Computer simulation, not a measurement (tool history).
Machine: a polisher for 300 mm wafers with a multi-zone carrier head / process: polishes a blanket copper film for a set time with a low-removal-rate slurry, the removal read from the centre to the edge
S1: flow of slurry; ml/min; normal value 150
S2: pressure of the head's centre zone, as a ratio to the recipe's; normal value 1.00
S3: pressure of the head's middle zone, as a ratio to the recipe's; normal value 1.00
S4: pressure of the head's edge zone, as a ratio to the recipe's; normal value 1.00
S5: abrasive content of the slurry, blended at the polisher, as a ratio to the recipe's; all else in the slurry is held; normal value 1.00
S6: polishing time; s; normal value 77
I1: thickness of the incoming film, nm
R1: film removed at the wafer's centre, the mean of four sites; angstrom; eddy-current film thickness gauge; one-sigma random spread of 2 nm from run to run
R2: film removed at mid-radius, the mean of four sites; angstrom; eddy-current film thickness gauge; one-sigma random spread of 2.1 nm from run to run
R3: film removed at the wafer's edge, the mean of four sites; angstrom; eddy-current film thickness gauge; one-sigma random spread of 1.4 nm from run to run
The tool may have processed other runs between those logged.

run    hour   S1    S2    S3    S4    S5  S6      I1    R1    R2    R3
  1     0.0  150  1.00  1.00  1.00  1.00  77  1242.5  1620  1582  1609
  2    99.0  150  1.00  1.00  1.00  1.00  77  1228.5  1600  1591  1609
      126.9  -- worn pad replaced by a new one
  3   201.0  150  1.00  1.00  1.00  1.00  77  1232.6  1616  1634  1629
  4   269.2  150  1.06  1.00  1.06  1.00  77  1243.2  1739  1593  1684
  5   314.9  150  1.04  1.00  1.00  1.00  77  1228.2  1727  1605  1612
      347.3  -- slurry nozzle cleaned
      350.6  -- worn pad replaced by a new one
  6   371.3  135  1.00  1.00  1.00  1.00  77  1209.1  1585  1543  1577
      531.2  -- centre zone pressure recalibrated
      631.7  -- worn pad replaced by a new one
  7   686.7  150  1.00  1.00  1.00  1.00  77  1223.5  1656  1585  1636
      726.5  -- edge zone pressure recalibrated
  8   735.9  150  0.96  0.89  1.07  1.00  77  1223.1  1587  1417  1675
      737.5  -- slurry nozzle cleaned
  9   782.2  150  1.00  1.03  1.00  1.25  77  1238.7  1701  1709  1725
      904.2  -- worn pad replaced by a new one
 10   904.8  150  1.00  0.91  1.00  0.70  77  1224.6  1524  1368  1529
      940.8  -- carrier head's membrane replaced by a new one
 11   985.6  135  1.00  1.00  0.90  1.00  94  1220.1  1936  1939  1858
 12  1080.4  150  0.89  1.12  1.00  1.00  77  1246.7  1488  1729  1619
     1133.1  -- worn pad replaced by a new one
 13  1174.3  150  1.00  1.00  1.00  1.00  77  1231.1  1650  1592  1648
     1201.2  -- slurry nozzle cleaned
 14  1261.4  150  1.00  1.00  1.00  1.00  77  1245.4  1654  1566  1648

Here are 3 independent what-if runs from the current tool condition. What would each one return?
  A  1261.9  150  1.00  1.00  1.00  1.00  77  1223.9   ?   ?   ?
  B  1261.9  150  1.08  0.95  1.00  1.00  77  1223.9   ?   ?   ?
  C  1261.9  150  1.04  1.00  1.00  1.20  77  1223.9   ?   ?   ?

run    R1    R2    R3
  A  1619  1601  1625
  B  1745  1533  1626
  C  1742  1657  1682
Had the tool no hidden state, the same runs would have come out as:
run    R1    R2    R3
  A  1619  1601  1625
  B  1745  1533  1626
  C  1742  1657  1682
